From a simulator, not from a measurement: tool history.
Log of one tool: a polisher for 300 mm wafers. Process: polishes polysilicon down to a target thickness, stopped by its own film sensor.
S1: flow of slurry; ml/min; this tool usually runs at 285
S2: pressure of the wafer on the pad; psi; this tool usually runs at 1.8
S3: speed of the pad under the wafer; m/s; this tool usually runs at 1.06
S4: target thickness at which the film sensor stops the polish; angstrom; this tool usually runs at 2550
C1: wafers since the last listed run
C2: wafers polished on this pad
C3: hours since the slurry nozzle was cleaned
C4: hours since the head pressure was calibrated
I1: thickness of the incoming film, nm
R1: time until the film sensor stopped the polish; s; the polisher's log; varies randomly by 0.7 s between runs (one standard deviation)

{"run": 1, "hour": 0.0, "S1": 285, "S2": 1.8, "S3": 1.06, "S4": 2550, "C1": 0, "C2": 1995, "C3": 490.5, "C4": 100.5, "I1": 618.7, "R1": 80.9}
{"hour": 26.0, "done": "worn pad replaced by a new one"}
{"run": 2, "hour": 36.3, "S1": 285, "S2": 1.8, "S3": 1.06, "S4": 2550, "C1": 196, "C2": 62, "C3": 526.8, "C4": 136.8, "I1": 610.1, "R1": 79.2}
{"run": 3, "hour": 131.8, "S1": 285, "S2": 1.8, "S3": 1.06, "S4": 2550, "C1": 581, "C2": 644, "C3": 622.3, "C4": 232.3, "I1": 627.8, "R1": 86.3}
{"hour": 166.6, "done": "slurry nozzle cleaned"}
{"run": 4, "hour": 208.8, "S1": 310, "S2": 1.6, "S3": 1.06, "S4": 2550, "C1": 462, "C2": 1107, "C3": 42.2, "C4": 309.3, "I1": 616.4, "R1": 84.8}
{"run": 5, "hour": 285.9, "S1": 310, "S2": 1.6, "S3": 1.06, "S4": 2550, "C1": 469, "C2": 1577, "C3": 119.3, "C4": 386.4, "I1": 622.1, "R1": 86.1}
{"run": 6, "hour": 380.9, "S1": 310, "S2": 1.6, "S3": 1.06, "S4": 2550, "C1": 578, "C2": 2155, "C3": 214.3, "C4": 481.4, "I1": 614.4, "R1": 85}
{"hour": 399.7, "done": "worn pad replaced by a new one"}
{"run": 7, "hour": 432.8, "S1": 285, "S2": 1.8, "S3": 1.06, "S4": 2550, "C1": 291, "C2": 201, "C3": 266.2, "C4": 533.3, "I1": 621, "R1": 78.1}
{"run": 8, "hour": 495.9, "S1": 285, "S2": 1.8, "S3": 1.06, "S4": 2550, "C1": 384, "C2": 585, "C3": 329.3, "C4": 596.4, "I1": 631.8, "R1": 81.1}
{"run": 9, "hour": 553.5, "S1": 305, "S2": 1.8, "S3": 1.06, "S4": 2550, "C1": 350, "C2": 936, "C3": 386.9, "C4": 654, "I1": 627.7, "R1": 79.8}
{"run": 10, "hour": 646.3, "S1": 285, "S2": 1.8, "S3": 1.06, "S4": 2550, "C1": 565, "C2": 1501, "C3": 479.7, "C4": 746.8, "I1": 626.2, "R1": 81.6}
{"run": 11, "hour": 717.1, "S1": 285, "S2": 1.8, "S3": 1.06, "S4": 2550, "C1": 431, "C2": 1932, "C3": 550.5, "C4": 817.6, "I1": 619, "R1": 81.4}
{"run": 12, "hour": 768.1, "S1": 285, "S2": 1.4, "S3": 1.06, "S4": 2550, "C1": 310, "C2": 2243, "C3": 601.5, "C4": 868.6, "I1": 611.5, "R1": 103.5}
{"hour": 770.4, "done": "head pressure recalibrated"}
{"hour": 792.2, "done": "worn pad replaced by a new one"}
{"hour": 842.6, "done": "slurry nozzle cleaned"}
{"run": 13, "hour": 871.5, "S1": 285, "S2": 1.8, "S3": 1.06, "S4": 2550, "C1": 587, "C2": 476, "C3": 28.9, "C4": 101.1, "I1": 631.4, "R1": 79}
{"run": 14, "hour": 936.8, "S1": 325, "S2": 1.8, "S3": 1.06, "S4": 2550, "C1": 397, "C2": 874, "C3": 94.2, "C4": 166.4, "I1": 621, "R1": 77.6}
{"run": 15, "hour": 1021.9, "S1": 285, "S2": 1.8, "S3": 1.06, "S4": 2550, "C1": 518, "C2": 1392, "C3": 179.3, "C4": 251.5, "I1": 610.3, "R1": 74.3}
{"run": 16, "hour": 1058.3, "S1": 285, "S2": 1.6, "S3": 1.2, "S4": 2550, "C1": 221, "C2": 1614, "C3": 215.7, "C4": 287.9, "I1": 619, "R1": 76.5}
{"run": 17, "hour": 1149.4, "S1": 375, "S2": 1.5, "S3": 1.06, "S4": 2550, "C1": 554, "C2": 2169, "C3": 306.8, "C4": 379, "I1": 616.5, "R1": 90.4}
{"hour": 1180.6, "done": "worn pad replaced by a new one"}
{"run": 18, "hour": 1214.8, "S1": 285, "S2": 1.8, "S3": 1.06, "S4": 2550, "C1": 373, "C2": 208, "C3": 372.2, "C4": 444.4, "I1": 616.9, "R1": 77.7}
{"run": 19, "hour": 1250.8, "S1": 285, "S2": 2.3, "S3": 0.92, "S4": 2550, "C1": 219, "C2": 427, "C3": 408.2, "C4": 480.4, "I1": 617.2, "R1": 69.8}
{"run": 20, "hour": 1317.8, "S1": 285, "S2": 2.3, "S3": 0.94, "S4": 2550, "C1": 408, "C2": 835, "C3": 475.2, "C4": 547.4, "I1": 617.8, "R1": 69.8}

What will run 21 give?
{"hour": 1383.3, "done": "slurry nozzle cleaned"}
{"run": 21, "hour": 1393.4, "S1": 285, "S2": 1.3, "S3": 1.06, "S4": 2550, "C1": 454, "C2": 1290, "C3": 10.1, "C4": 623, "I1": 608, "R1": "?"}

Run 21 yielded R1 102.8 s.
Minus the tool's unlogged condition, the same run would have read R1 101.6 s.

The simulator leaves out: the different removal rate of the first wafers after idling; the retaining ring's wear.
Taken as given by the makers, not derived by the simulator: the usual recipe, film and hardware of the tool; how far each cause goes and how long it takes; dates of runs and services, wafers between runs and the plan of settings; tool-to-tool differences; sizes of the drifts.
